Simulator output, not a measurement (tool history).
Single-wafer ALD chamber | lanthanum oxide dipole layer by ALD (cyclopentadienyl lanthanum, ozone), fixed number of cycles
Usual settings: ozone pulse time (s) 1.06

run	hour	ozone pulse time (s)	wafers since the last listed run	hours since the last thermocouple change	hours since the last ozone generator service	hours since the showerhead was replaced	hours since the gauge calibration	read-back reference wafer on the same gauge, thickness_nm	mean film thickness on the monitor wafer (nm)
1	0	0.91	0	1627.4	261.3	4572.9	341.2	0.401	0.481
# hour 20.7: gauge calibrated
2	48.6	0.74	800	1676	309.9	4621.5	27.9	0.401	0.463
3	61.7	0.74	215	1689.1	323	4634.6	41	0.401	0.458
4	77.8	1.15	265	1705.2	339.1	4650.7	57.1	0.401	0.497
5	92.1	0.76	235	1719.5	353.4	4665	71.4	0.401	0.461
6	108	1.16	261	1735.4	369.3	4680.9	87.3	0.4	0.501
7	119.3	1.16	186	1746.7	380.6	4692.2	98.6	0.401	0.5
8	135.9	1.16	273	1763.3	397.2	4708.8	115.2	0.401	0.497
9	145.5	1.06	158	1772.9	406.8	4718.4	124.8	0.401	0.492
10	157.8	1.06	202	1785.2	419.1	4730.7	137.1	0.402	0.49
11	167.1	0.73	153	1794.5	428.4	4740	146.4	0.401	0.459
# hour 182.9: thermocouple changed; heater temperature recalibrated
12	183.4	0.89	136	0.5	444.7	4756.3	162.7	0.401	0.474
13	192.6	1.3	151	9.7	453.9	4765.5	171.9	0.402	0.51
14	202.5	1.3	163	19.6	463.8	4775.4	181.8	0.401	0.506
15	214.4	1.06	196	31.5	475.7	4787.3	193.7	0.402	0.492
16	222.9	1.06	140	40	484.2	4795.8	202.2	0.401	0.494
# hour 237.4: showerhead replaced
17	237.9	1.34	115	55	499.2	0.5	217.2	0.4	0.512
18	249.9	0.85	197	67	511.2	12.5	229.2	0.401	0.469
19	273.3	0.79	385	90.4	534.6	35.9	252.6	0.4	0.466
20	280.6	1.31	120	97.7	541.9	43.2	259.9	0.401	0.511
21	298.6	1.06	296	115.7	559.9	61.2	277.9	0.401	0.49
# hour 315.4: ozone generator serviced
22	316.1	1.06	156	133.2	0.7	78.7	295.4	0.401	0.489

Run 23 comes next. What will it give?
# hour 325.4: gauge calibrated
23	333.6	1.06	288	150.7	18.2	96.2	8.2	?	?

read-back reference wafer on the same gauge, thickness_nm: 0.402
mean film thickness on the monitor wafer (nm): 0.495
Without the tool's hidden state the same run would have given mean film thickness on the monitor wafer (nm) 0.495.

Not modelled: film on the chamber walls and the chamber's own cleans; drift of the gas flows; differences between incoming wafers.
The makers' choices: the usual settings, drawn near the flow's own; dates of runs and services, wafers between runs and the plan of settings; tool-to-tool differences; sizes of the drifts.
